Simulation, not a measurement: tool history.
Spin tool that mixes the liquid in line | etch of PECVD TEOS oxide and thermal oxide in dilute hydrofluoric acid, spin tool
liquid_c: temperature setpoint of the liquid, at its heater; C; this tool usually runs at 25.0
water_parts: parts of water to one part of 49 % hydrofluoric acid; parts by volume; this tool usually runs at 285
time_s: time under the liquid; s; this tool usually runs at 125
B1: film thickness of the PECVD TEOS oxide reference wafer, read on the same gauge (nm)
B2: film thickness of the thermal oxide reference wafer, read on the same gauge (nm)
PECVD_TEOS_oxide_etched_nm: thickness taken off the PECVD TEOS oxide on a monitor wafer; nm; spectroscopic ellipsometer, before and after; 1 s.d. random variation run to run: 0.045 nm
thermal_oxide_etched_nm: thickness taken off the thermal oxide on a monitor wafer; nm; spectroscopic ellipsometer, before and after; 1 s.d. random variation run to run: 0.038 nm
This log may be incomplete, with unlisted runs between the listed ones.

{"run": 1, "day": 0.0, "liquid_c": 25.0, "water_parts": 285, "time_s": 125, "B1": 60.03, "B2": 69.994, "PECVD_TEOS_oxide_etched_nm": 11.65, "thermal_oxide_etched_nm": 1.856}
{"day": 1.017, "done": "gauge calibrated"}
{"run": 2, "day": 2.088, "liquid_c": 25.0, "water_parts": 285, "time_s": 70, "B1": 59.99, "B2": 70.006, "PECVD_TEOS_oxide_etched_nm": 6.51, "thermal_oxide_etched_nm": 1.054}
{"run": 3, "day": 3.246, "liquid_c": 25.0, "water_parts": 285, "time_s": 125, "B1": 60.0, "B2": 70.018, "PECVD_TEOS_oxide_etched_nm": 11.63, "thermal_oxide_etched_nm": 1.943}
{"run": 4, "day": 10.133, "liquid_c": 25.0, "water_parts": 285, "time_s": 125, "B1": 60.0, "B2": 69.968, "PECVD_TEOS_oxide_etched_nm": 11.67, "thermal_oxide_etched_nm": 1.888}
{"run": 5, "day": 11.862, "liquid_c": 25.0, "water_parts": 285, "time_s": 125, "B1": 59.96, "B2": 69.981, "PECVD_TEOS_oxide_etched_nm": 11.71, "thermal_oxide_etched_nm": 1.93}
{"run": 6, "day": 15.15, "liquid_c": 25.0, "water_parts": 285, "time_s": 125, "B1": 60.01, "B2": 70.019, "PECVD_TEOS_oxide_etched_nm": 11.74, "thermal_oxide_etched_nm": 1.897}
{"run": 7, "day": 16.371, "liquid_c": 25.0, "water_parts": 200, "time_s": 125, "B1": 60.02, "B2": 70.009, "PECVD_TEOS_oxide_etched_nm": 18.4, "thermal_oxide_etched_nm": 3.06}
{"run": 8, "day": 18.808, "liquid_c": 25.0, "water_parts": 200, "time_s": 125, "B1": 60.02, "B2": 69.97, "PECVD_TEOS_oxide_etched_nm": 18.25, "thermal_oxide_etched_nm": 3.066}
{"run": 9, "day": 21.283, "liquid_c": 25.0, "water_parts": 200, "time_s": 125, "B1": 60.0, "B2": 69.98, "PECVD_TEOS_oxide_etched_nm": 18.31, "thermal_oxide_etched_nm": 2.962}
{"run": 10, "day": 22.9, "liquid_c": 25.0, "water_parts": 285, "time_s": 125, "B1": 60.0, "B2": 69.984, "PECVD_TEOS_oxide_etched_nm": 11.87, "thermal_oxide_etched_nm": 1.958}
{"run": 11, "day": 24.133, "liquid_c": 25.0, "water_parts": 370, "time_s": 180, "B1": 60.0, "B2": 69.984, "PECVD_TEOS_oxide_etched_nm": 12.03, "thermal_oxide_etched_nm": 1.967}
{"run": 12, "day": 27.012, "liquid_c": 22.5, "water_parts": 285, "time_s": 180, "B1": 60.0, "B2": 69.961, "PECVD_TEOS_oxide_etched_nm": 15.66, "thermal_oxide_etched_nm": 2.48}
{"run": 13, "day": 29.225, "liquid_c": 25.0, "water_parts": 285, "time_s": 125, "B1": 59.99, "B2": 70.016, "PECVD_TEOS_oxide_etched_nm": 11.73, "thermal_oxide_etched_nm": 1.922}
{"run": 14, "day": 31.217, "liquid_c": 25.0, "water_parts": 285, "time_s": 125, "B1": 59.99, "B2": 70.004, "PECVD_TEOS_oxide_etched_nm": 11.79, "thermal_oxide_etched_nm": 2.006}
{"run": 15, "day": 33.679, "liquid_c": 25.0, "water_parts": 365, "time_s": 160, "B1": 59.98, "B2": 70.011, "PECVD_TEOS_oxide_etched_nm": 10.94, "thermal_oxide_etched_nm": 1.777}
{"run": 16, "day": 36.329, "liquid_c": 21.0, "water_parts": 285, "time_s": 160, "B1": 59.96, "B2": 70.0, "PECVD_TEOS_oxide_etched_nm": 13.13, "thermal_oxide_etched_nm": 2.091}
{"day": 36.388, "done": "thermometer replaced"}
{"run": 17, "day": 37.942, "liquid_c": 25.0, "water_parts": 210, "time_s": 125, "B1": 59.99, "B2": 69.996, "PECVD_TEOS_oxide_etched_nm": 18.02, "thermal_oxide_etched_nm": 2.943}
{"day": 39.025, "done": "hydrofluoric acid flow meter replaced"}
{"run": 18, "day": 39.312, "liquid_c": 22.0, "water_parts": 285, "time_s": 160, "B1": 59.99, "B2": 70.027, "PECVD_TEOS_oxide_etched_nm": 14.08, "thermal_oxide_etched_nm": 2.295}
{"run": 19, "day": 41.679, "liquid_c": 25.0, "water_parts": 185, "time_s": 125, "B1": 60.0, "B2": 70.004, "PECVD_TEOS_oxide_etched_nm": 20.94, "thermal_oxide_etched_nm": 3.387}
{"day": 42.621, "done": "gauge calibrated"}
{"run": 20, "day": 43.825, "liquid_c": 25.0, "water_parts": 285, "time_s": 125, "B1": 59.99, "B2": 69.994, "PECVD_TEOS_oxide_etched_nm": 12.24, "thermal_oxide_etched_nm": 1.997}
{"day": 44.967, "done": "thermometer replaced, repeated, since the last time left the tool worse"}
{"run": 21, "day": 46.3, "liquid_c": 27.0, "water_parts": 320, "time_s": 175, "B1": 59.99, "B2": 70.013, "PECVD_TEOS_oxide_etched_nm": 14.81, "thermal_oxide_etched_nm": 2.487}
{"run": 22, "day": 48.696, "liquid_c": 25.0, "water_parts": 285, "time_s": 125, "B1": 59.99, "B2": 70.041, "PECVD_TEOS_oxide_etched_nm": 11.66, "thermal_oxide_etched_nm": 1.874}
{"run": 23, "day": 50.196, "liquid_c": 25.0, "water_parts": 370, "time_s": 95, "B1": 60.0, "B2": 70.01, "PECVD_TEOS_oxide_etched_nm": 6.29, "thermal_oxide_etched_nm": 1.033}
{"run": 24, "day": 51.408, "liquid_c": 26.5, "water_parts": 285, "time_s": 125, "B1": 60.01, "B2": 69.957, "PECVD_TEOS_oxide_etched_nm": 12.17, "thermal_oxide_etched_nm": 1.972}
{"run": 25, "day": 52.817, "liquid_c": 27.5, "water_parts": 150, "time_s": 145, "B1": 59.98, "B2": 69.978, "PECVD_TEOS_oxide_etched_nm": 32.6, "thermal_oxide_etched_nm": 5.168}
{"run": 26, "day": 58.258, "liquid_c": 21.0, "water_parts": 340, "time_s": 125, "B1": 60.02, "B2": 69.951, "PECVD_TEOS_oxide_etched_nm": 8.11, "thermal_oxide_etched_nm": 1.308}

Below, each run's measurement less what the same run would have read without the hidden state. Both values contain the same run-to-run variation, but the gauge's scatter may not be the same in both:
Hidden state at play: liquid hotter than its thermometer reads (K); hydrofluoric acid flow above the setpoint (%); gauge reads high (%).
run=1 PECVD_TEOS_oxide_etched_nm=+0.06 thermal_oxide_etched_nm=+0.009
run=2 PECVD_TEOS_oxide_etched_nm=+0.04 thermal_oxide_etched_nm=+0.007
run=3 PECVD_TEOS_oxide_etched_nm=+0.09 thermal_oxide_etched_nm=+0.015
run=4 PECVD_TEOS_oxide_etched_nm=+0.14 thermal_oxide_etched_nm=+0.022
run=5 PECVD_TEOS_oxide_etched_nm=+0.16 thermal_oxide_etched_nm=+0.025
run=6 PECVD_TEOS_oxide_etched_nm=+0.19 thermal_oxide_etched_nm=+0.030
run=7 PECVD_TEOS_oxide_etched_nm=+0.32 thermal_oxide_etched_nm=+0.053
run=8 PECVD_TEOS_oxide_etched_nm=+0.35 thermal_oxide_etched_nm=+0.059
run=9 PECVD_TEOS_oxide_etched_nm=+0.38 thermal_oxide_etched_nm=+0.062
run=10 PECVD_TEOS_oxide_etched_nm=+0.25 thermal_oxide_etched_nm=+0.041
run=11 PECVD_TEOS_oxide_etched_nm=+0.25 thermal_oxide_etched_nm=+0.041
run=12 PECVD_TEOS_oxide_etched_nm=+0.39 thermal_oxide_etched_nm=+0.061
run=13 PECVD_TEOS_oxide_etched_nm=+0.30 thermal_oxide_etched_nm=+0.049
run=14 PECVD_TEOS_oxide_etched_nm=+0.31 thermal_oxide_etched_nm=+0.054
run=15 PECVD_TEOS_oxide_etched_nm=+0.30 thermal_oxide_etched_nm=+0.049
run=16 PECVD_TEOS_oxide_etched_nm=+0.42 thermal_oxide_etched_nm=+0.067
run=17 PECVD_TEOS_oxide_etched_nm=+0.99 thermal_oxide_etched_nm=+0.163
run=18 PECVD_TEOS_oxide_etched_nm=+0.78 thermal_oxide_etched_nm=+0.128
run=19 PECVD_TEOS_oxide_etched_nm=+1.23 thermal_oxide_etched_nm=+0.199
run=20 PECVD_TEOS_oxide_etched_nm=+0.69 thermal_oxide_etched_nm=+0.113
run=21 PECVD_TEOS_oxide_etched_nm=+0.04 thermal_oxide_etched_nm=+0.007
run=22 PECVD_TEOS_oxide_etched_nm=+0.06 thermal_oxide_etched_nm=+0.009
run=23 PECVD_TEOS_oxide_etched_nm=+0.03 thermal_oxide_etched_nm=+0.006
run=24 PECVD_TEOS_oxide_etched_nm=+0.08 thermal_oxide_etched_nm=+0.012
run=25 PECVD_TEOS_oxide_etched_nm=+0.26 thermal_oxide_etched_nm=+0.040
run=26 PECVD_TEOS_oxide_etched_nm=+0.10 thermal_oxide_etched_nm=+0.015

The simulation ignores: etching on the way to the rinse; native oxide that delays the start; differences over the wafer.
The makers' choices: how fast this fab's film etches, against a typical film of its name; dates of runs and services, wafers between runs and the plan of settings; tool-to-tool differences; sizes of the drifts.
